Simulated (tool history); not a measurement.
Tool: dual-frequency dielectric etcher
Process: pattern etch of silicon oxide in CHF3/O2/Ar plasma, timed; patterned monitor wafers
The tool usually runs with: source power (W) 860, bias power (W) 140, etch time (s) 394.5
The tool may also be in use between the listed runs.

run,hour,source power (W),bias power (W),etch time (s),wafers since the last listed run,hours since the last wet clean,hours since the last source power generator calibration,hours since the last bias power generator calibration,hours since the last upper electrode change,hours since the gauge calibration,"read-back reference wafer on the same gauge, depth_nm",mean etch depth across the wafer (Å)
1,0,860,140,471.5,0,214.6,3705,4254.4,3543.6,251.3,771.6,10103
2,17.9,770,140,394.5,47,232.5,3722.9,4272.3,3561.5,269.2,770.8,8203
3,27.2,770,140,394.5,24,241.8,3732.2,4281.6,3570.8,278.5,770.6,8222
4,37.5,860,140,394.5,27,252.1,3742.5,4291.9,3581.1,288.8,771.3,8455
5,48.9,860,140,394.5,30,263.5,3753.9,4303.3,3592.5,300.2,770.9,8486
6,61.8,860,140,394.5,34,276.4,3766.8,4316.2,3605.4,313.1,770.1,8467
7,73.1,790,153,394.5,30,287.7,3778.1,4327.5,3616.7,324.4,771.4,8490
8,81.3,790,153,394.5,21,295.9,3786.3,4335.7,3624.9,332.6,770.9,8510
# hour 118.8: upper electrode replaced
9,119.3,860,140,394.5,37,333.9,3824.3,4373.7,0.5,370.6,770.4,8471
10,119.7,860,140,394.5,1,334.3,3824.7,4374.1,0.9,371,771.7,8443
11,120.1,860,157,335,1,334.7,3825.1,4374.5,1.3,371.4,771.1,7421
12,124.9,860,157,335,12,339.5,3829.9,4379.3,6.1,376.2,771,7428
13,152.4,860,140,346.5,73,367,3857.4,4406.8,33.6,403.7,770.9,7429
14,164.5,860,140,394.5,32,379.1,3869.5,4418.9,45.7,415.8,770.6,8476
# hour 174.6: gauge calibrated
15,181.6,860,140,394.5,45,396.2,3886.6,4436,62.8,7,770.3,8464
16,191.7,860,140,332.5,26,406.3,3896.7,4446.1,72.9,17.1,771.2,7134
17,208,740,107,317.5,43,422.6,3913,4462.4,89.2,33.4,770.9,6113
18,223.7,1040,154,462,41,438.3,3928.7,4478.1,104.9,49.1,770.9,10686
# hour 252.9: wet clean of the chamber
19,253.4,860,140,394.5,15,0.5,3958.4,4507.8,134.6,78.8,771.1,8443
# hour 259.9: source power generator calibrated
# hour 263.2: bias power generator calibrated
20,288.6,860,140,394.5,74,35.7,28.7,25.4,169.8,114,770.4,8488
21,297.6,960,140,323,23,44.7,37.7,34.4,178.8,123,771.5,7119
22,303.7,860,152,394.5,16,50.8,43.8,40.5,184.9,129.1,771.6,8653
23,317.3,1040,153,350,36,64.4,57.4,54.1,198.5,142.7,771,8079
24,333.6,1010,174,480,43,80.7,73.7,70.4,214.8,159,770.5,11426
25,350.8,700,174,476.5,45,97.9,90.9,87.6,232,176.2,771.1,10328
26,368.5,860,140,502.5,47,115.6,108.6,105.3,249.7,193.9,770.6,10756
27,384.5,860,140,394.5,42,131.6,124.6,121.3,265.7,209.9,770.8,8461
28,396.4,860,125,394.5,31,143.5,136.5,133.2,277.6,221.8,771.7,8215
29,404.2,930,168,394.5,20,151.3,144.3,141,285.4,229.6,770.8,9077

5 options for the next run, each taken on its own from the tool as it stands now. Forecast them:
A,404.7,750,140,394.5,1,151.8,144.8,141.5,285.9,230.1,?,?
B,404.7,990,140,394.5,1,151.8,144.8,141.5,285.9,230.1,?,?
C,404.7,1040,166,340.5,1,151.8,144.8,141.5,285.9,230.1,?,?
D,404.7,1020,123,394.5,1,151.8,144.8,141.5,285.9,230.1,?,?
E,404.7,690,115,482,1,151.8,144.8,141.5,285.9,230.1,?,?

run,"read-back reference wafer on the same gauge, depth_nm",mean etch depth across the wafer (Å)
A,771.1,8187
B,771.1,8780
C,771.1,8052
D,771.1,8552
E,771.1,9305
The same runs, with their run-to-run variation unchanged, on a tool lacking any hidden condition would have given:
run,mean etch depth across the wafer (Å)
A,8187
B,8780
C,8052
D,8552
E,9305
